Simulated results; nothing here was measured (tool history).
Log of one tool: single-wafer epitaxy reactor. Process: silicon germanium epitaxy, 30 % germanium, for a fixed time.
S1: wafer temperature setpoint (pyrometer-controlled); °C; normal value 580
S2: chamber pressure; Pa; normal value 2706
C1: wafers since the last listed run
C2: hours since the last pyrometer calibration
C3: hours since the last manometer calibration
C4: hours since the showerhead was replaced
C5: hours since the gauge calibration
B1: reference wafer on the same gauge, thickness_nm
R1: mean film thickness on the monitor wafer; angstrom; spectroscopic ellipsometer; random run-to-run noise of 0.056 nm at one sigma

run	hour	S1	S2	C1	C2	C3	C4	C5	B1	R1
1	0.0	589	2893	0	992.1	2318.4	4944.0	411.5	44.592	465.95
2	14.4	589	2893	250	1006.5	2332.8	4958.4	425.9	44.620	467.29
3	21.7	580	2706	127	1013.8	2340.1	4965.7	433.2	44.594	392.36
# hour 29.4: gauge calibrated
4	39.4	580	2706	308	1031.5	2357.8	4983.4	10.0	44.573	392.94
# hour 48.2: pyrometer calibrated
5	48.6	572	2706	20	0.4	2367.0	4992.6	19.2	44.596	330.57
6	63.5	572	2706	259	15.3	2381.9	5007.5	34.1	44.557	331.84
7	70.1	572	2706	114	21.9	2388.5	5014.1	40.7	44.572	331.42
8	76.8	580	2706	116	28.6	2395.2	5020.8	47.4	44.600	379.44
9	94.4	580	2706	306	46.2	2412.8	5038.4	65.0	44.600	379.99
10	112.3	580	2706	311	64.1	2430.7	5056.3	82.9	44.603	381.71
11	122.8	580	2706	182	74.6	2441.2	5066.8	93.4	44.618	382.10
12	138.7	589	3080	276	90.5	2457.1	5082.7	109.3	44.606	465.77
13	155.3	573	2040	288	107.1	2473.7	5099.3	125.9	44.587	307.21
14	170.3	580	2706	261	122.1	2488.7	5114.3	140.9	44.622	382.26
15	184.6	580	2706	248	136.4	2503.0	5128.6	155.2	44.623	383.49
16	192.2	580	2706	132	144.0	2510.6	5136.2	162.8	44.593	383.76
# hour 213.3: showerhead replaced
17	213.8	587	2440	236	165.6	2532.2	0.5	184.4	44.585	416.64
18	215.0	593	2040	20	166.8	2533.4	1.7	185.6	44.624	430.90
19	240.4	580	2706	442	192.2	2558.8	27.1	211.0	44.580	385.24
20	247.3	567	3386	120	199.1	2565.7	34.0	217.9	44.615	335.52
21	262.8	593	3333	269	214.6	2581.2	49.5	233.4	44.593	517.10
22	273.0	580	2706	177	224.8	2591.4	59.7	243.6	44.602	386.67
# hour 290.8: capacitance manometer re-zeroed and calibrated
23	291.3	586	3373	179	243.1	0.5	78.0	261.9	44.647	452.97
24	297.9	567	2093	114	249.7	7.1	84.6	268.5	44.572	277.17
25	305.9	592	2093	139	257.7	15.1	92.6	276.5	44.570	420.64
26	319.4	580	2706	234	271.2	28.6	106.1	290.0	44.580	379.74
27	361.1	575	2400	725	312.9	70.3	147.8	331.7	44.586	333.12
28	374.2	566	2906	227	326.0	83.4	160.9	344.8	44.592	307.22
29	384.4	589	2133	177	336.2	93.6	171.1	355.0	44.615	405.13
30	397.6	567	3200	229	349.4	106.8	184.3	368.2	44.583	324.50
31	408.9	593	2266	196	360.7	118.1	195.6	379.5	44.608	442.25
32	422.4	580	2706	234	374.2	131.6	209.1	393.0	44.630	379.79
# hour 424.9: gauge calibrated
33	438.3	580	3040	276	390.1	147.5	225.0	13.4	44.609	397.06
34	456.0	580	2706	308	407.8	165.2	242.7	31.1	44.597	381.13
35	463.0	580	2706	121	414.8	172.2	249.7	38.1	44.569	380.38

Some steps in R1, run to run, broken into two amounts with sign: the step expected even without the hidden condition (settings, incoming material, random variation), and the rest, left for the hidden condition together with whatever gauge scatter is not in both the measured and the hidden-condition-free result:
Hidden state at play: wafer temperature above the value expected at the setpoint (K); true pressure above the setpoint (%); gauge reads high (%).
Run 4 -> 5: S1 580 -> 572, pyrometer calibrated. R1 -62.37 angstrom: hidden state -14.48, all else -47.89.
Run 12 -> 13: S1 589 -> 573, S2 3080 -> 2040. R1 -158.56 angstrom: hidden state -3.52, all else -155.04.
Run 20 -> 21: S1 567 -> 593, S2 3386 -> 3333. R1 +181.58 angstrom: hidden state +6.39, all else +175.19.
Run 22 -> 23: S1 580 -> 586, S2 2706 -> 3373, capacitance manometer re-zeroed and calibrated. R1 +66.30 angstrom: hidden state -7.41, all else +73.71.
Run 23 -> 24: S1 586 -> 567, S2 3373 -> 2093. R1 -175.80 angstrom: hidden state -2.23, all else -173.57.

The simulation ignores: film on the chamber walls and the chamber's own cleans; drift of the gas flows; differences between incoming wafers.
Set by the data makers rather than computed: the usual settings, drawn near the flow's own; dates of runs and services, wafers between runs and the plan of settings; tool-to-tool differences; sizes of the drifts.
